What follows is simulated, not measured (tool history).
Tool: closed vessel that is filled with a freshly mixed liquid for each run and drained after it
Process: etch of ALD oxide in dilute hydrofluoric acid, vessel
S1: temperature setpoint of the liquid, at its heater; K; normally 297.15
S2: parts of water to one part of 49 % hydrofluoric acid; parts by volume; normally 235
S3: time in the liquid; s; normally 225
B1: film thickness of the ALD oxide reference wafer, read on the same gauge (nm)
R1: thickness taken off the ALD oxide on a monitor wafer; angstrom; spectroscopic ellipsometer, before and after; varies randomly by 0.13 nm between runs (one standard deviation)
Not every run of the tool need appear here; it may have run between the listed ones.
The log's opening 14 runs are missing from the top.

run,day,S1,S2,S3,B1,R1
15,16.212,300.15,235,185,69.96,140.2
# day 16.771: hydrofluoric acid flow meter replaced
16,17.088,300.15,235,185,70.01,128.7
17,18.579,299.15,355,290,69.98,112.5
18,20.050,294.15,235,310,70.02,171.3
19,21.500,297.15,235,225,70.00,139.3
20,22.225,297.15,285,110,70.03,53.2
21,23.104,297.15,235,225,69.99,139.8
22,24.475,301.65,155,275,69.97,334.7
23,25.567,301.15,295,315,70.02,167.0
# day 26.262: gauge calibrated
24,26.588,297.15,330,225,69.96,91.5
25,27.300,297.15,235,260,70.07,162.2
26,28.383,297.15,160,100,70.00,98.0
27,29.458,292.65,235,225,69.94,118.0
28,30.125,298.65,235,320,70.01,209.1
29,31.362,297.15,135,125,70.04,151.1
30,32.025,297.15,235,225,70.07,141.9
31,33.221,298.65,295,140,69.97,68.8
32,33.738,297.15,235,225,70.01,140.5
33,34.417,298.65,295,140,70.03,67.7
34,35.729,297.15,235,180,70.02,111.8
35,37.038,293.15,185,175,70.05,121.6

Consider 3 possible next runs. They are alternatives, not a sequence: every one starts from the tool as it was left by run 35. What does each give?
A,37.067,297.15,235,225,?,?
B,37.067,300.65,275,305,?,?
C,37.067,297.15,280,225,?,?

run,B1,R1
A,70.00,140.5
B,70.00,176.9
C,70.00,112.9
Had the tool no hidden state, the same runs would have come out as:
run,R1
A,140.1
B,175.9
C,112.4

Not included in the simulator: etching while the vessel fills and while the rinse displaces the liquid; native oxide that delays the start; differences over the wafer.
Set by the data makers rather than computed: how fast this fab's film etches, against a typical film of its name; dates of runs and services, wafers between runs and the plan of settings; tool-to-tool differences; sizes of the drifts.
